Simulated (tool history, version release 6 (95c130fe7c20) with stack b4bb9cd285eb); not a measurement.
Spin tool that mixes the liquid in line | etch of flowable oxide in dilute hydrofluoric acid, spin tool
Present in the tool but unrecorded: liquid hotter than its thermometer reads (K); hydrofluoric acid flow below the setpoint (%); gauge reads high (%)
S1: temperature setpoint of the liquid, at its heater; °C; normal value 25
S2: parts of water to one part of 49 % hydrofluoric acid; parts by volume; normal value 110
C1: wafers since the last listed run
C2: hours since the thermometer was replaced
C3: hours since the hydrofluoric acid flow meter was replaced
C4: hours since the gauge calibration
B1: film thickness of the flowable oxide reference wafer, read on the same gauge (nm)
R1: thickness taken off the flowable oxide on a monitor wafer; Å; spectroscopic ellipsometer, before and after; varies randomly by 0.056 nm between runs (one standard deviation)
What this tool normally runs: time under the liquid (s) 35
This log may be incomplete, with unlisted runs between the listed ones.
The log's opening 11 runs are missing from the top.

run 12 hour=530 | S1=27.5 S2=165 time_under_the_liquid_(s)=25 | C1=577 C2=558.3 C3=549.9 C4=1710 | B1=40.01 | R1=30.2
run 13 hour=564.3 | S1=25 S2=85 time_under_the_liquid_(s)=35 | C1=375 C2=592.6 C3=584.2 C4=1744.3 | B1=39.99 | R1=84.9
-- hour=625.6 thermometer replaced
run 14 hour=629.6 | S1=25 S2=135 time_under_the_liquid_(s)=20 | C1=703 C2=4 C3=649.5 C4=1809.6 | B1=40.02 | R1=26.7
-- hour=667.5 gauge calibrated
run 15 hour=678.7 | S1=25 S2=110 time_under_the_liquid_(s)=35 | C1=536 C2=53.1 C3=698.6 C4=11.2 | B1=40 | R1=60.3
run 16 hour=884.6 | S1=29.5 S2=135 time_under_the_liquid_(s)=55 | C1=2251 C2=259 C3=904.5 C4=217.1 | B1=40 | R1=86.4
run 17 hour=913.7 | S1=29 S2=110 time_under_the_liquid_(s)=50 | C1=318 C2=288.1 C3=933.6 C4=246.2 | B1=39.97 | R1=98.2
-- hour=929.2 hydrofluoric acid flow meter replaced
run 18 hour=970.1 | S1=20.5 S2=60 time_under_the_liquid_(s)=55 | C1=605 C2=344.5 C3=40.9 C4=302.6 | B1=40 | R1=170.7
run 19 hour=1006.2 | S1=21.5 S2=155 time_under_the_liquid_(s)=35 | C1=394 C2=380.6 C3=77 C4=338.7 | B1=40.02 | R1=38.2
run 20 hour=1048.5 | S1=25 S2=110 time_under_the_liquid_(s)=35 | C1=462 C2=422.9 C3=119.3 C4=381 | B1=40 | R1=66
run 21 hour=1088.3 | S1=29 S2=95 time_under_the_liquid_(s)=35 | C1=435 C2=462.7 C3=159.1 C4=420.8 | B1=40.01 | R1=92.1
run 22 hour=1159.2 | S1=21.5 S2=75 time_under_the_liquid_(s)=50 | C1=775 C2=533.6 C3=230 C4=491.7 | B1=40.01 | R1=126.8
run 23 hour=1229.6 | S1=28 S2=150 time_under_the_liquid_(s)=55 | C1=769 C2=604 C3=300.4 C4=562.1 | B1=39.98 | R1=80.1
run 24 hour=1300.3 | S1=25 S2=80 time_under_the_liquid_(s)=35 | C1=773 C2=674.7 C3=371.1 C4=632.8 | B1=40.01 | R1=94.5
-- hour=1319.1 thermometer replaced
run 25 hour=1342.8 | S1=25 S2=110 time_under_the_liquid_(s)=55 | C1=453 C2=23.7 C3=413.6 C4=675.3 | B1=39.98 | R1=97.2
run 26 hour=1414.4 | S1=25 S2=110 time_under_the_liquid_(s)=35 | C1=782 C2=95.3 C3=485.2 C4=746.9 | B1=39.98 | R1=61.8
run 27 hour=1473.4 | S1=25 S2=110 time_under_the_liquid_(s)=35 | C1=645 C2=154.3 C3=544.2 C4=805.9 | B1=39.99 | R1=61.3
run 28 hour=1527.8 | S1=28.5 S2=135 time_under_the_liquid_(s)=40 | C1=594 C2=208.7 C3=598.6 C4=860.3 | B1=40.01 | R1=62.4
run 29 hour=1558.3 | S1=28 S2=75 time_under_the_liquid_(s)=35 | C1=333 C2=239.2 C3=629.1 C4=890.8 | B1=40 | R1=106.3
run 30 hour=1612.4 | S1=29.5 S2=130 time_under_the_liquid_(s)=20 | C1=591 C2=293.3 C3=683.2 C4=944.9 | B1=39.98 | R1=34.6
run 31 hour=1669.2 | S1=25 S2=110 time_under_the_liquid_(s)=40 | C1=621 C2=350.1 C3=740 C4=1001.7 | B1=40.01 | R1=70.6
run 32 hour=1801.4 | S1=25 S2=130 time_under_the_liquid_(s)=25 | C1=1445 C2=482.3 C3=872.2 C4=1133.9 | B1=39.99 | R1=35.8

5 ways to go on from here, each from the tool as it stands after run 32. What would each give?
run A hour=1801.8 | S1=25 S2=110 time_under_the_liquid_(s)=35 | C1=4 C2=482.7 C3=872.6 C4=1134.3 | B1=? | R1=?
run B hour=1801.8 | S1=23.5 S2=70 time_under_the_liquid_(s)=55 | C1=4 C2=482.7 C3=872.6 C4=1134.3 | B1=? | R1=?
run C hour=1801.8 | S1=23 S2=110 time_under_the_liquid_(s)=55 | C1=4 C2=482.7 C3=872.6 C4=1134.3 | B1=? | R1=?
run D hour=1801.8 | S1=25 S2=130 time_under_the_liquid_(s)=15 | C1=4 C2=482.7 C3=872.6 C4=1134.3 | B1=? | R1=?
run E hour=1801.8 | S1=25 S2=130 time_under_the_liquid_(s)=45 | C1=4 C2=482.7 C3=872.6 C4=1134.3 | B1=? | R1=?

run=A B1=39.98 R1=61.3
run=B B1=39.98 R1=150.9
run=C B1=39.98 R1=89.2
run=D B1=39.98 R1=21.6
run=E B1=39.98 R1=64.9
With the hidden condition removed and each run's random variation left untouched, the same runs would have given:
run=A R1=63.9
run=B R1=156.4
run=C R1=92.9
run=D R1=22.6
run=E R1=67.9
